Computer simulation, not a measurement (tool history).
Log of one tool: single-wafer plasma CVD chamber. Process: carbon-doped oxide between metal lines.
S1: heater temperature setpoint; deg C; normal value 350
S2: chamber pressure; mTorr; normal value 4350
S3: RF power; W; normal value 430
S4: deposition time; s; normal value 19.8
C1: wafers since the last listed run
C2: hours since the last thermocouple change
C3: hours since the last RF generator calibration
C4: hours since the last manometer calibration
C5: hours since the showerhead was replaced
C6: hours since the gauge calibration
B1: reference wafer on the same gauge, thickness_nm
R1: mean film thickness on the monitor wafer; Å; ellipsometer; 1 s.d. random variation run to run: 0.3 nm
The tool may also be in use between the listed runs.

| run | hour | S1 | S2 | S3 | S4 | C1 | C2 | C3 | C4 | C5 | C6 | B1 | R1 |
|---|---|---|---|---|---|---|---|---|---|---|---|---|---|
| 1 | 0 | 356 | 4350 | 430 | 19.8 | 0 | 258.2 | 902.4 | 342.4 | 3100.1 | 457.4 | 77.585 | 848.97 |
|  | 77.5 | RF generator calibrated |
| 2 | 87.7 | 356 | 4350 | 430 | 19.8 | 1697 | 345.9 | 10.2 | 430.1 | 3187.8 | 545.1 | 77.555 | 849.62 |
| 3 | 180.9 | 356 | 4350 | 430 | 19.8 | 1984 | 439.1 | 103.4 | 523.3 | 3281 | 638.3 | 77.618 | 853.33 |
| 4 | 234 | 350 | 4350 | 475 | 19.8 | 1130 | 492.2 | 156.5 | 576.4 | 3334.1 | 691.4 | 77.586 | 934.78 |
| 5 | 313.4 | 350 | 4350 | 475 | 19.8 | 1690 | 571.6 | 235.9 | 655.8 | 3413.5 | 770.8 | 77.601 | 932.09 |
| 6 | 415.6 | 350 | 4350 | 475 | 19.8 | 2176 | 673.8 | 338.1 | 758 | 3515.7 | 873 | 77.618 | 930.95 |
|  | 546.2 | gauge calibrated |
| 7 | 694.5 | 350 | 3760 | 430 | 21.1 | 5938 | 952.7 | 617 | 1036.9 | 3794.6 | 148.3 | 77.595 | 920.69 |
|  | 711.9 | capacitance manometer re-zeroed and calibrated |
|  | 825.9 | showerhead replaced |
|  | 867 | thermocouple changed; heater temperature recalibrated |
| 8 | 903.7 | 337 | 5220 | 500 | 20.8 | 3943 | 36.7 | 826.2 | 191.8 | 77.8 | 357.5 | 77.656 | 1067.49 |
| 9 | 981 | 350 | 4350 | 475 | 19.8 | 1646 | 114 | 903.5 | 269.1 | 155.1 | 434.8 | 77.589 | 933.84 |
|  | 1044.1 | RF generator calibrated |
| 10 | 1078.4 | 350 | 4350 | 360 | 19.8 | 1903 | 211.4 | 34.3 | 366.5 | 252.5 | 532.2 | 77.61 | 747.37 |

Run 11 has not been measured yet. What should we expect?
| 11 | 1157.3 | 346 | 3640 | 430 | 19.8 | 1680 | 290.3 | 113.2 | 445.4 | 331.4 | 611.1 | ? | ? |

B1: 77.63
R1: 862.71 Å
The same run, on a tool lacking any hidden state, would have yielded R1 859.68 Å.

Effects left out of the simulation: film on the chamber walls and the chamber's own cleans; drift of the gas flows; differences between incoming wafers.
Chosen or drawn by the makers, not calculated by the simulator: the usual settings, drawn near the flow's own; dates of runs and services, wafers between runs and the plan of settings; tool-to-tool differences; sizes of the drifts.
